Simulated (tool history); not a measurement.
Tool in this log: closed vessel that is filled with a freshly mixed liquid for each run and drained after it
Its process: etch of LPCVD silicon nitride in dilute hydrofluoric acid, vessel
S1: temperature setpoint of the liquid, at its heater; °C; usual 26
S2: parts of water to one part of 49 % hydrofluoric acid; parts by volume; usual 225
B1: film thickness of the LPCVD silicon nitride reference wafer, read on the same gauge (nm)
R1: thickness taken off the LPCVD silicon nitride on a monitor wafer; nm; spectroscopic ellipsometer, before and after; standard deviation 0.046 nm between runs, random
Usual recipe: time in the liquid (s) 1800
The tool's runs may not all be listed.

{"run": 1, "hour": 0.0, "S1": 26, "S2": 225, "time in the liquid (s)": 1800, "B1": 130.02, "R1": 4.92}
{"run": 2, "hour": 30.0, "S1": 26, "S2": 225, "time in the liquid (s)": 1800, "B1": 129.964, "R1": 5.079}
{"run": 3, "hour": 46.5, "S1": 26, "S2": 225, "time in the liquid (s)": 1800, "B1": 129.988, "R1": 5.107}
{"run": 4, "hour": 63.3, "S1": 26, "S2": 225, "time in the liquid (s)": 1800, "B1": 130.001, "R1": 5.026}
{"run": 5, "hour": 90.9, "S1": 29, "S2": 225, "time in the liquid (s)": 1800, "B1": 129.965, "R1": 6.043}
{"hour": 99.9, "done": "thermometer replaced"}
{"run": 6, "hour": 126.0, "S1": 29, "S2": 225, "time in the liquid (s)": 1800, "B1": 130.011, "R1": 6.037}
{"run": 7, "hour": 162.0, "S1": 26, "S2": 225, "time in the liquid (s)": 1375, "B1": 130.017, "R1": 3.87}
{"run": 8, "hour": 179.6, "S1": 26, "S2": 225, "time in the liquid (s)": 1375, "B1": 130.022, "R1": 3.839}
{"run": 9, "hour": 212.9, "S1": 26, "S2": 225, "time in the liquid (s)": 1375, "B1": 130, "R1": 3.853}
{"run": 10, "hour": 232.7, "S1": 26, "S2": 225, "time in the liquid (s)": 2380, "B1": 130, "R1": 6.585}
{"run": 11, "hour": 248.4, "S1": 26, "S2": 225, "time in the liquid (s)": 2380, "B1": 129.99, "R1": 6.66}
{"run": 12, "hour": 266.7, "S1": 26, "S2": 225, "time in the liquid (s)": 2380, "B1": 130.043, "R1": 6.735}
{"run": 13, "hour": 296.4, "S1": 26, "S2": 225, "time in the liquid (s)": 1800, "B1": 130.024, "R1": 5.138}
{"hour": 300.5, "done": "hydrofluoric acid flow meter replaced"}
{"run": 14, "hour": 312.6, "S1": 29.5, "S2": 225, "time in the liquid (s)": 2245, "B1": 129.972, "R1": 8.12}
{"run": 15, "hour": 346.1, "S1": 23.5, "S2": 265, "time in the liquid (s)": 1800, "B1": 129.97, "R1": 3.895}
{"run": 16, "hour": 376.4, "S1": 26, "S2": 185, "time in the liquid (s)": 2800, "B1": 129.973, "R1": 10.182}
{"hour": 413.1, "done": "gauge calibrated"}
{"run": 17, "hour": 419.1, "S1": 22.5, "S2": 275, "time in the liquid (s)": 1800, "B1": 129.968, "R1": 3.556}
{"run": 18, "hour": 445.9, "S1": 26, "S2": 225, "time in the liquid (s)": 1800, "B1": 130.057, "R1": 5.485}
{"run": 19, "hour": 470.5, "S1": 28.5, "S2": 225, "time in the liquid (s)": 2615, "B1": 130.056, "R1": 9.158}
{"run": 20, "hour": 502.3, "S1": 29, "S2": 160, "time in the liquid (s)": 1800, "B1": 130, "R1": 9.129}
{"run": 21, "hour": 526.8, "S1": 26, "S2": 225, "time in the liquid (s)": 1800, "B1": 130.045, "R1": 5.429}
{"hour": 532.0, "done": "hydrofluoric acid flow meter replaced, repeated, since the last time left the tool worse"}
{"run": 22, "hour": 588.2, "S1": 26, "S2": 225, "time in the liquid (s)": 2380, "B1": 129.996, "R1": 6.389}
{"run": 23, "hour": 615.1, "S1": 30.5, "S2": 225, "time in the liquid (s)": 1800, "B1": 130.004, "R1": 6.077}
{"run": 24, "hour": 633.6, "S1": 28.5, "S2": 130, "time in the liquid (s)": 2755, "B1": 130.007, "R1": 14.729}
{"run": 25, "hour": 667.9, "S1": 26, "S2": 225, "time in the liquid (s)": 1800, "B1": 129.977, "R1": 4.74}
{"run": 26, "hour": 697.2, "S1": 26, "S2": 225, "time in the liquid (s)": 1800, "B1": 129.991, "R1": 4.826}
{"run": 27, "hour": 711.6, "S1": 21.5, "S2": 195, "time in the liquid (s)": 1320, "B1": 129.967, "R1": 3.021}
{"run": 28, "hour": 732.2, "S1": 26, "S2": 225, "time in the liquid (s)": 1800, "B1": 129.966, "R1": 4.804}
{"run": 29, "hour": 754.0, "S1": 22.5, "S2": 170, "time in the liquid (s)": 2250, "B1": 129.959, "R1": 6.323}
{"run": 30, "hour": 771.0, "S1": 22.5, "S2": 170, "time in the liquid (s)": 2250, "B1": 130.005, "R1": 6.4}
{"run": 31, "hour": 796.7, "S1": 24.5, "S2": 115, "time in the liquid (s)": 2780, "B1": 130.002, "R1": 13.104}

A few steps of R1 between consecutive runs. Split each: what settings, incoming material and random variation would produce without the hidden state, and what is left over for the hidden state, along with gauge scatter present in only one of the two compared results (measured, and without hidden state):
Unlogged tool condition in this case: liquid colder than its thermometer reads (K); hydrofluoric acid flow above the setpoint (%); gauge reads high (%).
Run 13 -> 14: S1 26 -> 29.5, time in the liquid (s) 1800 -> 2245, hydrofluoric acid flow meter replaced. R1 +2.982 nm: hidden state +0.677, all else +2.305.
Run 15 -> 16: S1 23.5 -> 26, S2 265 -> 185, time in the liquid (s) 1800 -> 2800. R1 +6.287 nm: hidden state +0.836, all else +5.451.
Run 16 -> 17: S1 26 -> 22.5, S2 185 -> 275, time in the liquid (s) 2800 -> 1800, gauge calibrated. R1 -6.626 nm: hidden state -0.878, all else -5.748.
Run 23 -> 24: S1 30.5 -> 28.5, S2 225 -> 130, time in the liquid (s) 1800 -> 2755. R1 +8.652 nm: hidden state +0.126, all else +8.526.
Run 24 -> 25: S1 28.5 -> 26, S2 130 -> 225, time in the liquid (s) 2755 -> 1800. R1 -9.989 nm: hidden state -0.14, all else -9.849.
Run 30 -> 31: S1 22.5 -> 24.5, S2 170 -> 115, time in the liquid (s) 2250 -> 2780. R1 +6.704 nm: hidden state +0.13, all else +6.574.

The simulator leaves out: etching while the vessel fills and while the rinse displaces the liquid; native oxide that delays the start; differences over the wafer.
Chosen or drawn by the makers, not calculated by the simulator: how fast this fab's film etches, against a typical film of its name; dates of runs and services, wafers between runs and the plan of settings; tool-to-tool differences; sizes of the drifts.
